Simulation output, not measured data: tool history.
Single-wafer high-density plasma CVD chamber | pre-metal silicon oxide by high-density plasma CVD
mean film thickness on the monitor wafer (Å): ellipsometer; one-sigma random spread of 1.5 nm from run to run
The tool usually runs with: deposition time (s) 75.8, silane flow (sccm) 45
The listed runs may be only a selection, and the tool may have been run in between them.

run	hour	deposition time (s)	silane flow (sccm)	read-back reference wafer on the same gauge, thickness_nm	mean film thickness on the monitor wafer (Å)
1	0	75.8	45	398.8	3625.27
2	98.6	75.8	40	399.239	3309.81
3	173.2	75.8	40	399.377	3308.8
4	278	75.8	45	399.429	3624.74
5	382.1	75.8	45	399.059	3620.16
6	466.3	75.8	45	399.169	3589.92
# hour 477.3: gauge calibrated
7	506.4	75.8	41	398.915	3369.38
8	546.7	75.8	41	398.935	3345.29
9	614.7	75.8	48	398.793	3787.35
10	658.5	75.8	45	398.759	3578.01
11	728.5	75.8	45	398.838	3583.2
12	811.5	72.2	45	398.255	3428.92
13	912.7	72.2	45	398.496	3420.81
14	968.1	72.2	45	398.622	3419.36
15	1024.7	86.2	45	399.46	4092.44
16	1100.2	86.2	45	398.733	4078.44
17	1141	86.2	45	398.79	4058.2
# hour 1165.5: silane flow controller replaced
18	1203.4	90.4	45	399.322	4523.98
19	1270.3	82.3	47	398.559	4234.4
20	1340.4	75.8	37	399.039	3239.98
21	1432.8	82	45	398.451	4105.91
22	1493.6	75.8	45	398.891	3765.08
23	1558.5	75.8	52	398.817	4201.84
24	1610.7	82.3	47	398.801	4202.33
25	1675.6	81.6	38	399.722	3555.55
26	1780.7	64.9	50	399.268	3456.46
27	1827.2	82	42	397.947	3861.98
# hour 1830: gauge calibrated
28	2075	85.6	48	399.155	4433.33
29	2140.5	72.2	45	399.467	3540.34
30	2212.9	75.8	45	398.976	3719.79
31	2293.2	70.5	41	398.94	3231.53
32	2370.9	82.7	48	398.494	4242.24
33	2429.2	69.8	36	399.906	2888.29
34	2535.6	86.3	45	399.563	4230.46

Alternative continuations, all from the tool just after run 34; predict every row:
A	2536	75.8	45	?	?
B	2536	90.6	37	?	?
C	2536	62	42	?	?
D	2536	67.9	51	?	?
E	2536	75.8	50	?	?

run	read-back reference wafer on the same gauge, thickness_nm	mean film thickness on the monitor wafer (Å)
A	399.083	3698.58
B	399.083	3814.02
C	399.083	2869.53
D	399.083	3654.13
E	399.083	4015.83
Had the tool no hidden state, the same runs would have come out as:
run	mean film thickness on the monitor wafer (Å)
A	3761.85
B	3879.26
C	2918.62
D	3716.64
E	4084.53
